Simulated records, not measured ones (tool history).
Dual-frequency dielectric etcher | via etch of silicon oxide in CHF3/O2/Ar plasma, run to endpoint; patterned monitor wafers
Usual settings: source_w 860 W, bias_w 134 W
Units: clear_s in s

run,hour,source_w,bias_w,wafers since the last listed run,hours since the last wet clean,hours since the last source power generator calibration,hours since the last bias power generator calibration,hours since the last upper electrode change,"incoming incoming film thickness, nm",clear_s
1,0,860,134,0,327.1,544.1,1606.3,3999.7,776.8,366.3
2,72.2,860,134,322,399.3,616.3,1678.5,4071.9,765.5,363.6
3,132.4,860,134,269,459.5,676.5,1738.7,4132.1,781.1,373.9
4,174.5,860,123,188,501.6,718.6,1780.8,4174.2,776.7,377.6
# hour 240.6: wet clean of the chamber
5,253.9,860,123,247,13.3,798,1860.2,4253.6,776.9,363.3
6,297.5,860,123,195,56.9,841.6,1903.8,4297.2,777.6,364.6
7,357.5,1020,134,268,116.9,901.6,1963.8,4357.2,784.8,339.4
8,427,1020,134,310,186.4,971.1,2033.3,4426.7,773.1,337.3
9,484.5,1020,134,257,243.9,1028.6,2090.8,4484.2,779.5,343.7
10,537.6,860,116,237,297,1081.7,2143.9,4537.3,778,375.3
11,608.6,860,116,317,368,1152.7,2214.9,4608.3,781.5,379.1
# hour 628.8: bias power generator calibrated
# hour 685.1: upper electrode replaced
12,685.6,860,116,219,445,1229.7,56.8,0.5,773.9,376.1
13,754.8,860,134,309,514.2,1298.9,126,69.7,772.4,364.5
# hour 836.2: wet clean of the chamber
14,843.5,860,134,289,7.3,1387.6,214.7,158.4,788.4,360.4
15,888.6,860,134,201,52.4,1432.7,259.8,203.5,775.6,357.4
16,948.3,860,134,267,112.1,1492.4,319.5,263.2,770.3,353.2
17,1049,1030,104,450,212.8,1593.1,420.2,363.9,780.1,356
18,1114.5,760,162,292,278.3,1658.6,485.7,429.4,782.5,362.3
19,1218.6,860,134,465,382.4,1762.7,589.8,533.5,772.7,359.5
20,1275.9,730,102,256,439.7,1820,647.1,590.8,773.3,408.8
21,1342.3,860,134,297,506.1,1886.4,713.5,657.2,771,359.6
# hour 1430.7: wet clean of the chamber
22,1435,980,121,307,4.3,1979.1,806.2,749.9,776.2,342.7
# hour 1454.1: source power generator calibrated
23,1499.4,1080,159,270,68.7,45.3,870.6,814.3,780.6,320.8
24,1604.2,1080,152,468,173.5,150.1,975.4,919.1,778.7,326.9
25,1710,700,164,473,279.3,255.9,1081.2,1024.9,771.9,372.9
26,1791.1,920,153,362,360.4,337,1162.3,1106,770.1,345.3
27,1855.2,660,111,286,424.5,401.1,1226.4,1170.1,774.2,423.9
28,1937.5,860,114,368,506.8,483.4,1308.7,1252.4,773.6,385.4
29,1993.9,860,164,252,563.2,539.8,1365.1,1308.8,774.5,356
# hour 2058.4: wet clean of the chamber
30,2086.2,860,134,305,27.8,632.1,1457.4,1401.1,780.3,363.1
31,2146.5,860,134,269,88.1,692.4,1517.7,1461.4,778.4,362.1
32,2246,670,165,445,187.6,791.9,1617.2,1560.9,772.3,376.9
33,2294.2,960,103,215,235.8,840.1,1665.4,1609.1,774.2,370.5
34,2385.8,860,134,409,327.4,931.7,1757,1700.7,780.2,367.6
35,2449,930,102,282,390.6,994.9,1820.2,1763.9,778,382.3

What the log doesn't show, run by run:
bias power that arrives over what is set, %: 0 in every run
H1: etch rate over this chamber's usual, %
H2: source power that arrives over what is set, %
run,H1,H2
1,-2.16,0.506
2,-2.67,0.638
3,-3.11,0.761
4,-3.41,0.854
5,0.404,1.04
6,0.0908,1.16
7,-0.34,1.32
8,-0.84,1.53
9,-1.25,1.71
10,-1.64,1.89
11,-2.15,2.14
12,-2.7,2.43
13,-3.2,2.7
14,0.304,3.08
15,-0.0201,3.28
16,-0.449,3.55
17,-1.17,4.05
18,-1.64,4.38
19,-2.39,4.94
20,-2.8,5.27
21,-3.28,5.66
22,-0.226,6.22
23,-0.688,-0.0598
24,-1.44,-0.0275
25,-2.2,0.0404
26,-2.79,0.116
27,-3.25,0.191
28,-3.84,0.306
29,-4.24,0.397
30,-0.4,0.568
31,-0.833,0.694
32,-1.55,0.927
33,-1.89,1.05
34,-2.55,1.31
35,-3.01,1.5
